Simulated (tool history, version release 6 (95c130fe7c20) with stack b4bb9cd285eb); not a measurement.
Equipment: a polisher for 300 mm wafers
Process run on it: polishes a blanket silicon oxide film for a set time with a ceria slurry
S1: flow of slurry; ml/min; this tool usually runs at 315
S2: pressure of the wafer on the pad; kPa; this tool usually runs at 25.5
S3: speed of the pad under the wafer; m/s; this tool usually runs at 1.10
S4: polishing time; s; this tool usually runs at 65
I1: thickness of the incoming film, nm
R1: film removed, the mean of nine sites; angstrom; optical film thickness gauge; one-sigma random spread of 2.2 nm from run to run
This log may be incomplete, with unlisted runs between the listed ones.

Run 1, day 0.000: usual settings but S3 1.02 m/s; I1 1047.2. Result: R1 3225 angstrom.
Run 2, day 1.433: usual settings but S3 1.02 m/s; I1 1040.6. Result: R1 3243 angstrom.
Run 3, day 2.408: usual settings; I1 1046.0. Result: R1 3410 angstrom.
Run 4, day 3.133: usual settings; I1 1044.4. Result: R1 3371 angstrom.
Run 5, day 4.325: usual settings; I1 1045.3. Result: R1 3353 angstrom.
Run 6, day 4.962: usual settings; I1 1032.5. Result: R1 3388 angstrom.
Run 7, day 6.242: usual settings; I1 1040.2. Result: R1 3362 angstrom.
At day 7.267: worn pad replaced by a new one.
Run 8, day 7.596: usual settings; I1 1057.3. Result: R1 3353 angstrom.
Run 9, day 8.142: usual settings; I1 1035.5. Result: R1 3374 angstrom.
Run 10, day 9.346: usual settings; I1 1026.8. Result: R1 3372 angstrom.
Run 11, day 10.092: usual settings; I1 1058.5. Result: R1 3347 angstrom.
Run 12, day 10.688: usual settings; I1 1030.0. Result: R1 3328 angstrom.
Run 13, day 11.812: usual settings; I1 1043.0. Result: R1 3349 angstrom.
Run 14, day 12.538: usual settings; I1 1048.1. Result: R1 3316 angstrom.
Run 15, day 13.900: usual settings; I1 1053.1. Result: R1 3366 angstrom.
Run 16, day 14.504: usual settings but S4 72 s; I1 1047.7. Result: R1 3714 angstrom.
Run 17, day 15.267: usual settings but S2 31.0 kPa; I1 1038.9. Result: R1 4077 angstrom.
At day 16.567: slurry nozzle cleaned.
Run 18, day 16.588: usual settings; I1 1028.3. Result: R1 3305 angstrom.
At day 17.621: worn pad replaced by a new one.
Run 19, day 17.988: usual settings but S1 380 ml/min, S4 73 s; I1 1045.0. Result: R1 3810 angstrom.
Run 20, day 19.079: usual settings; I1 1052.5. Result: R1 3344 angstrom.
Run 21, day 20.571: usual settings but S1 390 ml/min, S2 30.3 kPa, S3 1.40 m/s, S4 85 s; I1 1038.4. Result: R1 6122 angstrom.
Run 22, day 21.508: usual settings but S1 240 ml/min, S4 45 s; I1 1029.6. Result: R1 2280 angstrom.
Run 23, day 22.817: usual settings but S1 400 ml/min, S2 32.4 kPa, S3 1.20 m/s, S4 79 s; I1 1037.2. Result: R1 5567 angstrom.
At day 23.979: head pressure recalibrated.
Run 24, day 24.954: usual settings but S3 0.84 m/s, S4 88 s; I1 1026.3. Result: R1 3987 angstrom.
Run 25, day 26.008: usual settings but S1 240 ml/min, S4 45 s; I1 1039.1. Result: R1 2303 angstrom.
At day 26.850: worn pad replaced by a new one, of another model than before.
Run 26, day 27.192: usual settings; I1 1050.4. Result: R1 3441 angstrom.
Run 27, day 28.021: usual settings; I1 1024.5. Result: R1 3458 angstrom.
Run 28, day 29.446: usual settings but S3 0.96 m/s, S4 76 s; I1 1050.2. Result: R1 3483 angstrom.
Run 29, day 30.008: usual settings but S1 285 ml/min, S2 31.0 kPa; I1 1036.8. Result: R1 3758 angstrom.
Run 30, day 30.679: usual settings but S2 31.0 kPa; I1 1048.2. Result: R1 3736 angstrom.
Run 31, day 32.150: usual settings but S1 260 ml/min, S3 1.30 m/s, S4 80 s; I1 1063.7. Result: R1 4895 angstrom.
Run 32, day 33.838: usual settings; I1 1025.9. Result: R1 3456 angstrom.
Run 33, day 34.492: usual settings but S1 210 ml/min, S4 82 s; I1 1046.7. Result: R1 4203 angstrom.
At day 34.825: worn pad replaced by a new one.
Run 34, day 37.533: usual settings but S1 380 ml/min, S4 73 s; I1 1038.9. Result: R1 3898 angstrom.
Run 35, day 40.492: usual settings but S1 220 ml/min, S2 19.3 kPa, S3 0.80 m/s, S4 80 s; I1 1030.0. Result: R1 2613 angstrom.
Run 36, day 41.300: usual settings but S1 425 ml/min, S2 20.0 kPa; I1 1033.3. Result: R1 3087 angstrom.

Had the tool no unlogged condition, and each run kept its random variation, what would the results have been?
The hidden state here: removal rate lost through wear of the pad, %; slurry flow missing at the pad, %; deviation of the head's pressure from its setpoint, %.
run    R1
  1  3284
  2  3310
  3  3484
  4  3447
  5  3433
  6  3471
  7  3449
  8  3444
  9  3467
 10  3468
 11  3444
 12  3426
 13  3450
 14  3417
 15  3472
 16  3832
 17  4207
 18  3413
 19  3936
 20  3456
 21  6330
 22  2358
 23  5760
 24  4019
 25  2328
 26  3465
 27  3486
 28  3516
 29  3796
 30  3777
 31  4955
 32  3502
 33  4261
 34  3960
 35  2659
 36  3141
